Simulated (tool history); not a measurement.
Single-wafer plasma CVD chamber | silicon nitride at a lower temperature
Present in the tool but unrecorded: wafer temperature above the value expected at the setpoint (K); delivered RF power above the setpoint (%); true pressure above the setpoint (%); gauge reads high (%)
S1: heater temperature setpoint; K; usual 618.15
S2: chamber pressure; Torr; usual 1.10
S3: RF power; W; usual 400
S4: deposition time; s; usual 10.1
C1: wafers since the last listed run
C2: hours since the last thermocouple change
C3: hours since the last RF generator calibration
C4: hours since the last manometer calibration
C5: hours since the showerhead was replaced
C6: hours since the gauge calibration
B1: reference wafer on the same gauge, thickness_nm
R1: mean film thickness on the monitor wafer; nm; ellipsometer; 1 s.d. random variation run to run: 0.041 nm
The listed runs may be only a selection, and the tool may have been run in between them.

{"run": 1, "day": 0.0, "S1": 618.15, "S2": 1.1, "S3": 400, "S4": 10.1, "C1": 0, "C2": 2335.7, "C3": 1492.7, "C4": 24.0, "C5": 4898.5, "C6": 728.5, "B1": 14.204, "R1": 12.332}
{"day": 0.538, "done": "RF generator calibrated"}
{"run": 2, "day": 0.592, "S1": 618.15, "S2": 1.1, "S3": 400, "S4": 10.1, "C1": 150, "C2": 2349.9, "C3": 1.3, "C4": 38.2, "C5": 4912.7, "C6": 742.7, "B1": 14.201, "R1": 12.666}
{"run": 3, "day": 2.017, "S1": 618.15, "S2": 1.1, "S3": 400, "S4": 10.1, "C1": 832, "C2": 2384.1, "C3": 35.5, "C4": 72.4, "C5": 4946.9, "C6": 776.9, "B1": 14.192, "R1": 12.633}
{"run": 4, "day": 2.521, "S1": 618.15, "S2": 1.1, "S3": 400, "S4": 10.1, "C1": 294, "C2": 2396.2, "C3": 47.6, "C4": 84.5, "C5": 4959.0, "C6": 789.0, "B1": 14.213, "R1": 12.661}
{"run": 5, "day": 3.254, "S1": 609.15, "S2": 1.1, "S3": 400, "S4": 10.1, "C1": 428, "C2": 2413.8, "C3": 65.2, "C4": 102.1, "C5": 4976.6, "C6": 806.6, "B1": 14.198, "R1": 12.604}
{"run": 6, "day": 4.296, "S1": 609.15, "S2": 1.1, "S3": 400, "S4": 10.1, "C1": 608, "C2": 2438.8, "C3": 90.2, "C4": 127.1, "C5": 5001.6, "C6": 831.6, "B1": 14.206, "R1": 12.634}
{"run": 7, "day": 5.733, "S1": 610.15, "S2": 1.0, "S3": 475, "S4": 8.1, "C1": 840, "C2": 2473.3, "C3": 124.7, "C4": 161.6, "C5": 5036.1, "C6": 866.1, "B1": 14.207, "R1": 11.038}
{"run": 8, "day": 6.729, "S1": 606.15, "S2": 1.1, "S3": 425, "S4": 10.1, "C1": 582, "C2": 2497.2, "C3": 148.6, "C4": 185.5, "C5": 5060.0, "C6": 890.0, "B1": 14.201, "R1": 13.07}
{"run": 9, "day": 7.933, "S1": 618.15, "S2": 1.1, "S3": 400, "S4": 10.1, "C1": 703, "C2": 2526.1, "C3": 177.5, "C4": 214.4, "C5": 5088.9, "C6": 918.9, "B1": 14.197, "R1": 12.484}
{"run": 10, "day": 9.083, "S1": 618.15, "S2": 1.1, "S3": 400, "S4": 10.1, "C1": 672, "C2": 2553.7, "C3": 205.1, "C4": 242.0, "C5": 5116.5, "C6": 946.5, "B1": 14.189, "R1": 12.492}
{"day": 12.042, "done": "thermocouple changed; heater temperature recalibrated"}
{"run": 11, "day": 12.825, "S1": 622.15, "S2": 1.1, "S3": 360, "S4": 10.6, "C1": 1992, "C2": 18.8, "C3": 294.9, "C4": 331.8, "C5": 5206.3, "C6": 1036.3, "B1": 14.203, "R1": 11.917}
{"run": 12, "day": 13.946, "S1": 606.15, "S2": 0.97, "S3": 350, "S4": 10.1, "C1": 655, "C2": 45.7, "C3": 321.8, "C4": 358.7, "C5": 5233.2, "C6": 1063.2, "B1": 14.209, "R1": 10.44}
{"run": 13, "day": 14.579, "S1": 623.15, "S2": 1.3, "S3": 365, "S4": 10.1, "C1": 370, "C2": 60.9, "C3": 337.0, "C4": 373.9, "C5": 5248.4, "C6": 1078.4, "B1": 14.194, "R1": 12.292}
{"run": 14, "day": 15.642, "S1": 618.15, "S2": 1.1, "S3": 400, "S4": 10.1, "C1": 620, "C2": 86.4, "C3": 362.5, "C4": 399.4, "C5": 5273.9, "C6": 1103.9, "B1": 14.199, "R1": 12.454}
{"run": 15, "day": 16.912, "S1": 618.15, "S2": 1.1, "S3": 400, "S4": 10.1, "C1": 742, "C2": 116.9, "C3": 393.0, "C4": 429.9, "C5": 5304.4, "C6": 1134.4, "B1": 14.192, "R1": 12.408}
{"day": 17.229, "done": "gauge calibrated"}
{"run": 16, "day": 17.742, "S1": 618.15, "S2": 1.1, "S3": 400, "S4": 10.1, "C1": 484, "C2": 136.8, "C3": 412.9, "C4": 449.8, "C5": 5324.3, "C6": 12.3, "B1": 14.187, "R1": 12.305}
{"run": 17, "day": 19.212, "S1": 618.15, "S2": 1.22, "S3": 400, "S4": 10.1, "C1": 859, "C2": 172.1, "C3": 448.2, "C4": 485.1, "C5": 5359.6, "C6": 47.6, "B1": 14.208, "R1": 12.846}
{"run": 18, "day": 20.004, "S1": 618.15, "S2": 1.1, "S3": 400, "S4": 10.1, "C1": 462, "C2": 191.1, "C3": 467.2, "C4": 504.1, "C5": 5378.6, "C6": 66.6, "B1": 14.202, "R1": 12.394}
{"run": 19, "day": 20.562, "S1": 631.15, "S2": 1.1, "S3": 470, "S4": 8.8, "C1": 326, "C2": 204.5, "C3": 480.6, "C4": 517.5, "C5": 5392.0, "C6": 80.0, "B1": 14.195, "R1": 12.077}
{"day": 21.658, "done": "showerhead replaced"}
{"run": 20, "day": 24.921, "S1": 630.15, "S2": 1.3, "S3": 400, "S4": 8.2, "C1": 2352, "C2": 309.1, "C3": 585.2, "C4": 622.1, "C5": 78.3, "C6": 184.6, "B1": 14.205, "R1": 10.616}
{"run": 21, "day": 26.312, "S1": 618.15, "S2": 1.1, "S3": 325, "S4": 10.1, "C1": 813, "C2": 342.5, "C3": 618.6, "C4": 655.5, "C5": 111.7, "C6": 218.0, "B1": 14.204, "R1": 10.225}
{"run": 22, "day": 27.367, "S1": 618.15, "S2": 1.1, "S3": 400, "S4": 10.1, "C1": 616, "C2": 367.8, "C3": 643.9, "C4": 680.8, "C5": 137.0, "C6": 243.3, "B1": 14.214, "R1": 12.234}
{"run": 23, "day": 28.325, "S1": 618.15, "S2": 1.1, "S3": 400, "S4": 10.1, "C1": 560, "C2": 390.8, "C3": 666.9, "C4": 703.8, "C5": 160.0, "C6": 266.3, "B1": 14.208, "R1": 12.169}
{"run": 24, "day": 29.529, "S1": 618.15, "S2": 1.19, "S3": 400, "S4": 10.1, "C1": 703, "C2": 419.7, "C3": 695.8, "C4": 732.7, "C5": 188.9, "C6": 295.2, "B1": 14.2, "R1": 12.725}
{"run": 25, "day": 30.108, "S1": 610.15, "S2": 1.1, "S3": 335, "S4": 11.9, "C1": 338, "C2": 433.6, "C3": 709.7, "C4": 746.6, "C5": 202.8, "C6": 309.1, "B1": 14.203, "R1": 12.409}
{"run": 26, "day": 31.146, "S1": 605.15, "S2": 1.22, "S3": 400, "S4": 10.1, "C1": 606, "C2": 458.5, "C3": 734.6, "C4": 771.5, "C5": 227.7, "C6": 334.0, "B1": 14.194, "R1": 12.768}

Run 27 comes next. What will it give?
{"run": 27, "day": 31.904, "S1": 614.15, "S2": 1.1, "S3": 470, "S4": 10.1, "C1": 443, "C2": 476.7, "C3": 752.8, "C4": 789.7, "C5": 245.9, "C6": 352.2, "B1": "?", "R1": "?"}

B1: 14.205
R1: 13.763 nm
With the hidden condition absent and the run-to-run variation left alone, this run would have shown R1 14.306 nm.
